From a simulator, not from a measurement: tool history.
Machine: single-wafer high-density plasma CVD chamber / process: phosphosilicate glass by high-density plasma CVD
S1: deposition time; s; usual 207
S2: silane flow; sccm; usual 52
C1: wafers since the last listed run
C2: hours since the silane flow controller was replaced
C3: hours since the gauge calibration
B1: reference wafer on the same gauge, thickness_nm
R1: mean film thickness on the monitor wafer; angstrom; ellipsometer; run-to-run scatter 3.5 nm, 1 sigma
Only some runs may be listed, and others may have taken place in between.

| run | hour | S1 | S2 | C1 | C2 | C3 | B1 | R1 |
|---|---|---|---|---|---|---|---|---|
| 1 | 0 | 207 | 47 | 0 | 2524.4 | 701.5 | 1200.189 | 9640.55 |
| 2 | 58.9 | 207 | 47 | 407 | 2583.3 | 760.4 | 1201.549 | 9628.77 |
| 3 | 86.2 | 207 | 52 | 189 | 2610.6 | 787.7 | 1200.561 | 10654.58 |
| 4 | 124.8 | 207 | 52 | 267 | 2649.2 | 826.3 | 1199.677 | 10662.35 |
| 5 | 157.5 | 207 | 52 | 226 | 2681.9 | 859 | 1199.649 | 10633.66 |
| 6 | 206.1 | 199 | 52 | 336 | 2730.5 | 907.6 | 1201.087 | 10250.99 |
| 7 | 240.2 | 235 | 52 | 236 | 2764.6 | 941.7 | 1199.766 | 12120.07 |
| 8 | 267 | 207 | 52 | 185 | 2791.4 | 968.5 | 1198.355 | 10602.88 |
| 9 | 320.7 | 207 | 52 | 371 | 2845.1 | 1022.2 | 1199.143 | 10613.27 |
| 10 | 357.5 | 207 | 52 | 254 | 2881.9 | 1059 | 1198.432 | 10637.19 |
| 11 | 392.7 | 207 | 52 | 243 | 2917.1 | 1094.2 | 1199.679 | 10620.14 |
| 12 | 463.9 | 207 | 52 | 493 | 2988.3 | 1165.4 | 1199.621 | 10688.08 |
| 13 | 510.5 | 207 | 52 | 322 | 3034.9 | 1212 | 1200.374 | 10693.7 |
| 14 | 630.9 | 207 | 48 | 833 | 3155.3 | 1332.4 | 1200.484 | 9832.8 |
| 15 | 688 | 207 | 52 | 395 | 3212.4 | 1389.5 | 1200.551 | 10655.82 |
| 16 | 729.4 | 174 | 62 | 286 | 3253.8 | 1430.9 | 1199.826 | 10697.99 |
|  | 785.4 | gauge calibrated |
| 17 | 889.9 | 247 | 61 | 1111 | 3414.3 | 104.5 | 1201.407 | 14880.12 |
| 18 | 942.9 | 246 | 61 | 367 | 3467.3 | 157.5 | 1199.687 | 14835.44 |
| 19 | 976.7 | 183 | 47 | 234 | 3501.1 | 191.3 | 1199.116 | 8504.18 |
| 20 | 1037.6 | 173 | 45 | 421 | 3562 | 252.2 | 1200.426 | 7725.45 |
| 21 | 1071.4 | 207 | 52 | 234 | 3595.8 | 286 | 1197.482 | 10723.16 |
| 22 | 1098.6 | 207 | 52 | 188 | 3623 | 313.2 | 1199.9 | 10716.03 |
|  | 1156.3 | silane flow controller replaced |
| 23 | 1156.8 | 229 | 57 | 347 | 0.5 | 371.4 | 1197.555 | 13024.27 |
| 24 | 1208.8 | 174 | 49 | 360 | 52.5 | 423.4 | 1201.503 | 8454.7 |
| 25 | 1256.7 | 219 | 61 | 331 | 100.4 | 471.3 | 1198.844 | 13235.56 |
| 26 | 1303.1 | 175 | 62 | 321 | 146.8 | 517.7 | 1198.498 | 10777.46 |
| 27 | 1358.8 | 199 | 52 | 385 | 202.5 | 573.4 | 1198.518 | 10277.42 |
| 28 | 1510.9 | 183 | 52 | 1053 | 354.6 | 725.5 | 1201.426 | 9378.82 |
| 29 | 1564.2 | 207 | 56 | 369 | 407.9 | 778.8 | 1200.211 | 11502.65 |

Below are 5 alternative next runs, each starting from the tool's condition after run 29. Predict each:
| A | 1564.7 | 220 | 52 | 3 | 408.4 | 779.3 | ? | ? |
| B | 1564.7 | 240 | 52 | 3 | 408.4 | 779.3 | ? | ? |
| C | 1564.7 | 207 | 43 | 3 | 408.4 | 779.3 | ? | ? |
| D | 1564.7 | 181 | 57 | 3 | 408.4 | 779.3 | ? | ? |
| E | 1564.7 | 231 | 42 | 3 | 408.4 | 779.3 | ? | ? |

| run | B1 | R1 |
|---|---|---|
| A | 1200.844 | 11356.89 |
| B | 1200.844 | 12389.33 |
| C | 1200.844 | 8836.33 |
| D | 1200.844 | 10242.05 |
| E | 1200.844 | 9631.52 |
Without the tool's unlogged condition, the same runs would have read:
| run | R1 |
|---|---|
| A | 11356.89 |
| B | 12389.33 |
| C | 8836.33 |
| D | 10242.05 |
| E | 9631.52 |
